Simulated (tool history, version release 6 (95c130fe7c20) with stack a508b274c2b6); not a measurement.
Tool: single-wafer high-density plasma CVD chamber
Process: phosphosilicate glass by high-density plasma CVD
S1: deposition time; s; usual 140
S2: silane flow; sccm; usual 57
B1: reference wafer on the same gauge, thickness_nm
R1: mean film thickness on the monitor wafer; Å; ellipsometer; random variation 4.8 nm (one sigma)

Run 1, hour 0.0: usual settings; B1 868.910. Result: R1 7964.12 Å.
Run 2, hour 47.3: usual settings; B1 868.785. Result: R1 7918.88 Å.
Run 3, hour 108.0: usual settings; B1 866.686. Result: R1 7837.44 Å.
Run 4, hour 159.7: usual settings; B1 868.183. Result: R1 7989.52 Å.
Run 5, hour 402.0: usual settings; B1 866.968. Result: R1 7917.42 Å.
Run 6, hour 459.4: usual settings; B1 867.247. Result: R1 7949.09 Å.
Run 7, hour 544.1: usual settings; B1 867.470. Result: R1 7830.47 Å.
Run 8, hour 634.3: usual settings; B1 867.750. Result: R1 7857.41 Å.
Run 9, hour 739.1: usual settings; B1 866.945. Result: R1 7912.06 Å.
Run 10, hour 822.2: usual settings but S2 60 sccm; B1 867.213. Result: R1 8137.97 Å.
Run 11, hour 898.5: usual settings but S2 64 sccm; B1 869.004. Result: R1 8688.11 Å.
Run 12, hour 978.4: usual settings but S2 64 sccm; B1 868.922. Result: R1 8763.32 Å.
Run 13, hour 1016.2: usual settings; B1 868.613. Result: R1 7897.80 Å.
Run 14, hour 1141.4: usual settings; B1 867.181. Result: R1 7888.62 Å.
Run 15, hour 1220.9: usual settings; B1 867.983. Result: R1 7806.44 Å.
At hour 1266.0: gauge calibrated.
Run 16, hour 1320.8: usual settings; B1 869.250. Result: R1 7802.29 Å.
Run 17, hour 1374.5: usual settings; B1 867.881. Result: R1 7922.19 Å.
Run 18, hour 1482.1: usual settings; B1 868.557. Result: R1 7728.02 Å.
At hour 1502.2: silane flow controller replaced.
Run 19, hour 1573.8: usual settings but S1 152 s; B1 868.455. Result: R1 8663.92 Å.
Run 20, hour 1679.8: usual settings; B1 868.684. Result: R1 7933.97 Å.
Run 21, hour 1722.6: usual settings but S1 147 s, S2 53 sccm; B1 868.027. Result: R1 8005.28 Å.
Run 22, hour 1795.0: usual settings but S1 121 s, S2 60 sccm; B1 867.614. Result: R1 7228.61 Å.
Run 23, hour 1965.1: usual settings but S1 116 s; B1 868.166. Result: R1 6637.82 Å.
Run 24, hour 2046.6: usual settings but S2 64 sccm; B1 867.898. Result: R1 8804.70 Å.
Run 25, hour 2130.1: usual settings but S1 152 s, S2 54 sccm; B1 867.733. Result: R1 8200.50 Å.
Run 26, hour 2237.8: usual settings but S1 152 s, S2 61 sccm; B1 867.999. Result: R1 9220.98 Å.
Run 27, hour 2317.1: usual settings but S1 162 s, S2 52 sccm; B1 868.448. Result: R1 8522.91 Å.
Run 28, hour 2364.6: usual settings but S2 66 sccm; B1 867.490. Result: R1 9066.92 Å.
Run 29, hour 2433.0: usual settings but S1 168 s, S2 65 sccm; B1 866.751. Result: R1 10756.66 Å.
Run 30, hour 2518.3: usual settings but S1 166 s, S2 53 sccm; B1 868.002. Result: R1 8824.78 Å.
Run 31, hour 2573.8: usual settings but S1 147 s, S2 53 sccm; B1 868.183. Result: R1 7911.40 Å.
Run 32, hour 2610.2: usual settings; B1 868.034. Result: R1 7903.32 Å.
Run 33, hour 2673.0: usual settings but S1 149 s; B1 867.274. Result: R1 8476.86 Å.
Run 34, hour 2748.8: usual settings but S1 150 s, S2 50 sccm; B1 868.975. Result: R1 7569.40 Å.
At hour 2757.5: gauge calibrated.
Run 35, hour 2817.0: usual settings; B1 868.211. Result: R1 7918.75 Å.
Run 36, hour 2905.6: usual settings but S1 119 s, S2 51 sccm; B1 866.866. Result: R1 6132.11 Å.
Run 37, hour 2989.9: usual settings but S1 150 s, S2 51 sccm; B1 868.777. Result: R1 7742.09 Å.
Run 38, hour 3030.7: usual settings but S1 152 s, S2 52 sccm; B1 868.069. Result: R1 7865.15 Å.
Run 39, hour 3130.5: usual settings but S1 158 s; B1 869.159. Result: R1 8968.31 Å.
Run 40, hour 3187.5: usual settings but S1 160 s, S2 61 sccm; B1 868.484. Result: R1 9625.57 Å.
Run 41, hour 3268.5: usual settings but S1 166 s, S2 46 sccm; B1 868.097. Result: R1 7683.55 Å.

4 ways to go on from here, each from the tool as it stands after run 41. What would each give?
Run A, hour 3268.9: usual settings but S1 159 s; B1 ?. Result: R1 ?.
Run B, hour 3268.9: usual settings but S1 123 s; B1 ?. Result: R1 ?.
Run C, hour 3268.9: usual settings but S2 48 sccm; B1 ?. Result: R1 ?.
Run D, hour 3268.9: usual settings but S1 124 s, S2 47 sccm; B1 ?. Result: R1 ?.

run       B1       R1
  A  866.797  9002.41
  B  866.797  6964.13
  C  866.797  6818.99
  D  866.797  5930.67
Without the tool's hidden state the same runs would have given:
run       R1
  A  9187.74
  B  7107.50
  C  6959.37
  D  6052.76
